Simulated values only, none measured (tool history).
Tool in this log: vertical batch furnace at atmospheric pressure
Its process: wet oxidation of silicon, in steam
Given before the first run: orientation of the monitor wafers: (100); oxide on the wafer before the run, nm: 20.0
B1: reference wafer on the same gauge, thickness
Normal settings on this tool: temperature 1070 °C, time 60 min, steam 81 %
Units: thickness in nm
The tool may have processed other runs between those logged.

run 1 day=0 | temperature=1070 time=60 steam=81 | B1=556.2 | thickness=563.19
run 2 day=0.812 | temperature=1070 time=60 steam=81 | B1=555.87 | thickness=563.55
run 3 day=1.3 | temperature=1070 time=60 steam=81 | B1=556.06 | thickness=563.58
run 4 day=1.858 | temperature=1070 time=60 steam=81 | B1=556.02 | thickness=563.08
run 5 day=2.442 | temperature=1070 time=60 steam=81 | B1=556.44 | thickness=562.98
run 6 day=2.954 | temperature=1070 time=60 steam=81 | B1=555.87 | thickness=564.93
run 7 day=3.596 | temperature=1070 time=60 steam=81 | B1=556.08 | thickness=562.93
run 8 day=4.029 | temperature=1070 time=60 steam=81 | B1=555.99 | thickness=562.33
run 9 day=4.871 | temperature=1070 time=60 steam=81 | B1=555.97 | thickness=562.46
run 10 day=5.212 | temperature=1070 time=48 steam=81 | B1=555.66 | thickness=492.52
-- day=6.738 steam generator serviced
run 11 day=6.758 | temperature=1070 time=48 steam=81 | B1=556.06 | thickness=516.21
run 12 day=6.962 | temperature=1070 time=48 steam=81 | B1=556.37 | thickness=518.12
run 13 day=7.171 | temperature=1070 time=60 steam=81 | B1=556.12 | thickness=589.05
run 14 day=8.421 | temperature=1070 time=60 steam=81 | B1=555.87 | thickness=589.09
-- day=8.612 gauge calibrated
run 15 day=10.429 | temperature=1051 time=60 steam=81 | B1=556.19 | thickness=536.2
run 16 day=11.029 | temperature=1070 time=60 steam=75 | B1=556.5 | thickness=562.39
run 17 day=11.392 | temperature=1070 time=46.5 steam=86 | B1=556.19 | thickness=525.2
-- day=12.954 thermocouples replaced and temperature profile calibrated
run 18 day=12.975 | temperature=1063 time=47.5 steam=90 | B1=555.99 | thickness=528.13
run 19 day=13.183 | temperature=1070 time=31.5 steam=81 | B1=555.85 | thickness=401.43
run 20 day=13.508 | temperature=1070 time=60 steam=81 | B1=555.98 | thickness=589.23
run 21 day=13.904 | temperature=1077 time=83.5 steam=88 | B1=555.97 | thickness=769.34
run 22 day=14.579 | temperature=1088 time=82 steam=86 | B1=556.13 | thickness=786.35
run 23 day=14.946 | temperature=1070 time=60 steam=81 | B1=555.95 | thickness=586.88
run 24 day=15.296 | temperature=1070 time=60 steam=81 | B1=556.05 | thickness=588.9
run 25 day=15.754 | temperature=1070 time=48 steam=81 | B1=555.81 | thickness=515.43
run 26 day=16.358 | temperature=1070 time=71 steam=81 | B1=555.93 | thickness=648.59
run 27 day=17.012 | temperature=1070 time=60 steam=81 | B1=556.09 | thickness=588.05
run 28 day=17.529 | temperature=1089 time=75 steam=72 | B1=556.08 | thickness=676.75

Forecast each of these 5 alternatives for the next run:
run A day=17.742 | temperature=1070 time=32 steam=81 | B1=? | thickness=?
run B day=17.742 | temperature=1087 time=33.5 steam=77 | B1=? | thickness=?
run C day=17.742 | temperature=1070 time=60 steam=92 | B1=? | thickness=?
run D day=17.742 | temperature=1077 time=60 steam=87 | B1=? | thickness=?
run E day=17.742 | temperature=1070 time=38 steam=75 | B1=? | thickness=?

run=A B1=555.98 thickness=405.61
run=B B1=555.98 thickness=440.51
run=C B1=555.98 thickness=634.62
run=D B1=555.98 thickness=634.15
run=E B1=555.98 thickness=429.57
Without the tool's unlogged condition, the same runs would have read:
run=A thickness=409.48
run=B thickness=444.59
run=C thickness=640.39
run=D thickness=639.86
run=E thickness=433.64
